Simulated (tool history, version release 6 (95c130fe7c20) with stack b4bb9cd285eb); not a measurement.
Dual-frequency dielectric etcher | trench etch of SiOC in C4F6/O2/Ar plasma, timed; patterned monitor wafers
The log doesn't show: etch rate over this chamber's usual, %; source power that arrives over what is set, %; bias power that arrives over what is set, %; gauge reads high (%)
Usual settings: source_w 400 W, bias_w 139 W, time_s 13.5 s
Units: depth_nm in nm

run    hour  source_w  bias_w  time_s  wafers since the last listed run  hours since the last wet clean  hours since the last source power generator calibration  hours since the last bias power generator calibration  hours since the last upper electrode change  hours since the gauge calibration  read-back reference wafer on the same gauge, depth_nm  depth_nm
  1     0.0       400     139    13.5                                 0                           176.4                                                    457.4                                                 1870.6                                       3177.2                             2306.0                                                  20.60     24.08
  2    80.4       400     139    16.0                              1200                           256.8                                                    537.8                                                 1951.0                                       3257.6                             2386.4                                                  20.62     28.31
  3   140.2       400     139    16.0                               893                           316.6                                                    597.6                                                 2010.8                                       3317.4                             2446.2                                                  20.60     28.41
  4   240.3       380     139    16.5                              1495                           416.7                                                    697.7                                                 2110.9                                       3417.5                             2546.3                                                  20.60     28.94
  5   315.8       400     139    13.5                              1127                           492.2                                                    773.2                                                 2186.4                                       3493.0                             2621.8                                                  20.60     23.81
      337.6  -- bias power generator calibrated
  6   405.3       400     139    13.5                              1277                           581.7                                                    862.7                                                   67.7                                       3582.5                             2711.3                                                  20.60     23.74
  7   447.7       400     139    13.5                               633                           624.1                                                    905.1                                                  110.1                                       3624.9                             2753.7                                                  20.59     23.80
  8   522.0       330     112    13.5                              1109                           698.4                                                    979.4                                                  184.4                                       3699.2                             2828.0                                                  20.58     20.72
  9   618.7       400     139    13.5                              1444                           795.1                                                   1076.1                                                  281.1                                       3795.9                             2924.7                                                  20.60     23.40
 10   780.9       400     126    10.5                              2422                           957.3                                                   1238.3                                                  443.3                                       3958.1                             3086.9                                                  20.60     17.78
      831.6  -- wet clean of the chamber
      886.6  -- upper electrode replaced
 11   887.1       400     139    13.5                               869                            55.5                                                   1344.5                                                  549.5                                          0.5                             3193.1                                                  20.59     24.27
     1013.4  -- gauge calibrated
 12  1127.1       470     112    10.0                              3584                           295.5                                                   1584.5                                                  789.5                                        240.5                              113.7                                                  20.62     17.62
 13  1349.9       310     139    11.0                              3327                           518.3                                                   1807.3                                                 1012.3                                        463.3                              336.5                                                  20.62     17.73
 14  1457.4       350     139    13.5                              1605                           625.8                                                   1914.8                                                 1119.8                                        570.8                              444.0                                                  20.59     22.33
 15  1541.9       400     139    11.0                              1262                           710.3                                                   1999.3                                                 1204.3                                        655.3                              528.5                                                  20.61     18.82
 16  1605.6       320     107    17.0                               951                           774.0                                                   2063.0                                                 1268.0                                        719.0                              592.2                                                  20.59     25.28
     1634.2  -- wet clean of the chamber
 17  1676.4       400     139    13.5                               699                            42.2                                                   2133.8                                                 1338.8                                        789.8                              663.0                                                  20.63     24.32
 18  1760.7       400     172    14.5                              1259                           126.5                                                   2218.1                                                 1423.1                                        874.1                              747.3                                                  20.64     27.75
 19  1796.8       330     120     9.5                               539                           162.6                                                   2254.2                                                 1459.2                                        910.2                              783.4                                                  20.58     15.51
 20  1848.5       400     104    13.5                               772                           214.3                                                   2305.9                                                 1510.9                                        961.9                              835.1                                                  20.62     22.34
 21  1906.4       360     139    13.5                               864                           272.2                                                   2363.8                                                 1568.8                                       1019.8                              893.0                                                  20.61     23.34
 22  1971.0       460     122    13.5                               964                           336.8                                                   2428.4                                                 1633.4                                       1084.4                              957.6                                                  20.59     24.34
 23  2021.9       310     130    13.5                               760                           387.7                                                   2479.3                                                 1684.3                                       1135.3                             1008.5                                                  20.60     21.73
 24  2103.4       400     121    16.0                              1217                           469.2                                                   2560.8                                                 1765.8                                       1216.8                             1090.0                                                  20.62     27.38
 25  2164.4       430     127    13.5                               911                           530.2                                                   2621.8                                                 1826.8                                       1277.8                             1151.0                                                  20.59     24.11
 26  2251.1       400     139    13.5                              1294                           616.9                                                   2708.5                                                 1913.5                                       1364.5                             1237.7                                                  20.63     24.06
 27  2315.9       350     139    13.5                               967                           681.7                                                   2773.3                                                 1978.3                                       1429.3                             1302.5                                                  20.60     22.51
 28  2420.1       370     139    13.5                              1556                           785.9                                                   2877.5                                                 2082.5                                       1533.5                             1406.7                                                  20.58     22.92
 29  2496.2       400     139    11.5                              1136                           862.0                                                   2953.6                                                 2158.6                                       1609.6                             1482.8                                                  20.60     19.86

Forecast each of these 5 alternatives for the next run:
  A  2496.6       400     139    13.5                                 5                           862.4                                                   2954.0                                                 2159.0                                       1610.0                             1483.2                                                      ?         ?
  B  2496.6       400     172    10.5                                 5                           862.4                                                   2954.0                                                 2159.0                                       1610.0                             1483.2                                                      ?         ?
  C  2496.6       350     126    17.0                                 5                           862.4                                                   2954.0                                                 2159.0                                       1610.0                             1483.2                                                      ?         ?
  D  2496.6       400     121    13.5                                 5                           862.4                                                   2954.0                                                 2159.0                                       1610.0                             1483.2                                                      ?         ?
  E  2496.6       330     114    11.5                                 5                           862.4                                                   2954.0                                                 2159.0                                       1610.0                             1483.2                                                      ?         ?

run  read-back reference wafer on the same gauge, depth_nm  depth_nm
  A                                                  20.60     23.64
  B                                                  20.60     19.59
  C                                                  20.60     27.70
  D                                                  20.60     22.73
  E                                                  20.60     17.87
Without the tool's hidden state the same runs would have given:
run  depth_nm
  A     24.56
  B     20.35
  C     28.77
  D     23.61
  E     18.56
